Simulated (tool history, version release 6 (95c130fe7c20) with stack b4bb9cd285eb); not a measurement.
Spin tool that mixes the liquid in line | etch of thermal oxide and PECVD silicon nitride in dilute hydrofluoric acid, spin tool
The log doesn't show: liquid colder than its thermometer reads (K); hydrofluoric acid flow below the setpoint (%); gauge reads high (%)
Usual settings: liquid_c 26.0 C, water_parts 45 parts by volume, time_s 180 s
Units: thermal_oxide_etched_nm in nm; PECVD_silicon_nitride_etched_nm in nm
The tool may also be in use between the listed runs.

run   hour  liquid_c  water_parts  time_s  wafers since the last listed run  hours since the thermometer was replaced  hours since the hydrofluoric acid flow meter was replaced  hours since the gauge calibration  read-back film thickness of the thermal oxide reference wafer, read on the same gauge (nm)  read-back film thickness of the PECVD silicon nitride reference wafer, read on the same gauge (nm)  thermal_oxide_etched_nm  PECVD_silicon_nitride_etched_nm
  1    0.0      26.0           45     180                                 0                                    2045.5                                                     1006.1                              625.8                                                                                      119.97                                                                                               60.00                    21.73                            10.40
  2   35.5      26.0           45     180                               186                                    2081.0                                                     1041.6                              661.3                                                                                      120.00                                                                                               60.02                    21.85                            10.55
  3   53.4      26.0           45     180                                94                                    2098.9                                                     1059.5                              679.2                                                                                      119.99                                                                                               60.00                    21.83                            10.54
      72.7  -- thermometer replaced
  4  106.6      26.0           45     180                               274                                      33.9                                                     1112.7                              732.4                                                                                      120.04                                                                                               59.99                    21.81                            10.51
  5  131.0      26.0           45     180                               128                                      58.3                                                     1137.1                              756.8                                                                                      119.99                                                                                               59.99                    21.53                            10.61
  6  145.8      26.0           45     180                                77                                      73.1                                                     1151.9                              771.6                                                                                      120.00                                                                                               60.00                    21.66                            10.38
  7  176.4      28.5           45     180                               160                                     103.7                                                     1182.5                              802.2                                                                                      119.95                                                                                               59.99                    23.73                            12.35
  8  202.0      26.0           45     180                               134                                     129.3                                                     1208.1                              827.8                                                                                      119.99                                                                                               59.98                    21.70                            10.50
     215.1  -- gauge calibrated
  9  220.5      31.0           40     270                                97                                     147.8                                                     1226.6                                5.4                                                                                      120.01                                                                                               59.99                    44.78                            24.50
 10  245.7      26.0           35     225                               132                                     173.0                                                     1251.8                               30.6                                                                                      119.99                                                                                               60.00                    35.11                            16.72
 11  259.8      26.0           45     135                                74                                     187.1                                                     1265.9                               44.7                                                                                      120.01                                                                                               59.97                    16.15                             7.90
     297.5  -- hydrofluoric acid flow meter replaced
 12  351.6      26.0           45     180                               477                                     278.9                                                       54.1                              136.5                                                                                      120.02                                                                                               60.00                    22.27                            10.82
 13  387.4      28.0           45     260                               188                                     314.7                                                       89.9                              172.3                                                                                      120.01                                                                                               60.01                    34.86                            17.92
 14  414.1      26.0           50     140                               140                                     341.4                                                      116.6                              199.0                                                                                      120.03                                                                                               60.00                    15.52                             7.61
 15  444.9      26.0           55     180                               161                                     372.2                                                      147.4                              229.8                                                                                      120.04                                                                                               60.00                    17.86                             8.83
 16  471.4      28.0           45     260                               139                                     398.7                                                      173.9                              256.3                                                                                      120.01                                                                                               59.99                    35.03                            17.73
 17  486.3      26.0           45     180                                78                                     413.6                                                      188.8                              271.2                                                                                      120.03                                                                                               59.98                    22.21                            10.69
 18  512.8      26.0           45     180                               139                                     440.1                                                      215.3                              297.7                                                                                      120.02                                                                                               59.99                    22.35                            10.69
 19  548.6      28.0           55     215                               188                                     475.9                                                      251.1                              333.5                                                                                      120.00                                                                                               60.01                    23.42                            11.93
 20  565.6      21.5           55     150                                89                                     492.9                                                      268.1                              350.5                                                                                      120.01                                                                                               59.99                    12.40                             5.47
 21  588.3      30.5           45     180                               119                                     515.6                                                      290.8                              373.2                                                                                      120.02                                                                                               60.01                    26.63                            14.43
 22  608.0      30.5           55     180                               103                                     535.3                                                      310.5                              392.9                                                                                      119.95                                                                                               60.00                    21.45                            12.02
 23  635.7      26.0           45     265                               145                                     563.0                                                      338.2                              420.6                                                                                      119.98                                                                                               60.00                    32.71                            15.80
 24  669.5      30.5           60     105                               177                                     596.8                                                      372.0                              454.4                                                                                      119.98                                                                                               59.98                    11.32                             6.36
 25  685.4      23.0           55     255                                83                                     612.7                                                      387.9                              470.3                                                                                      120.05                                                                                               59.99                    22.41                            10.11
 26  708.3      21.5           60     180                               120                                     635.6                                                      410.8                              493.2                                                                                      119.95                                                                                               60.01                    13.52                             5.97

Hidden state at the last listed run before each entry between runs and at the first one after, where it differs:
Between runs 3 and 4: thermometer replaced (hour 72.7)
  hydrofluoric acid flow below the setpoint (%): 3.48 -> 3.63
  measured less the result without the state, thermal_oxide_etched_nm: -0.84 -> -0.87 nm; PECVD_silicon_nitride_etched_nm: -0.37 -> -0.39 nm
Between runs 8 and 9: gauge calibrated (hour 215.1)
  hydrofluoric acid flow below the setpoint (%): 3.9 -> 3.95
  measured less the result without the state, thermal_oxide_etched_nm: -0.93 -> -1.96 nm; PECVD_silicon_nitride_etched_nm: -0.41 -> -0.99 nm
Between runs 11 and 12: hydrofluoric acid flow meter replaced (hour 297.5)
  hydrofluoric acid flow below the setpoint (%): 4.06 -> 0.621
  measured less the result without the state, thermal_oxide_etched_nm: -0.73 -> -0.15 nm; PECVD_silicon_nitride_etched_nm: -0.32 -> -0.07 nm
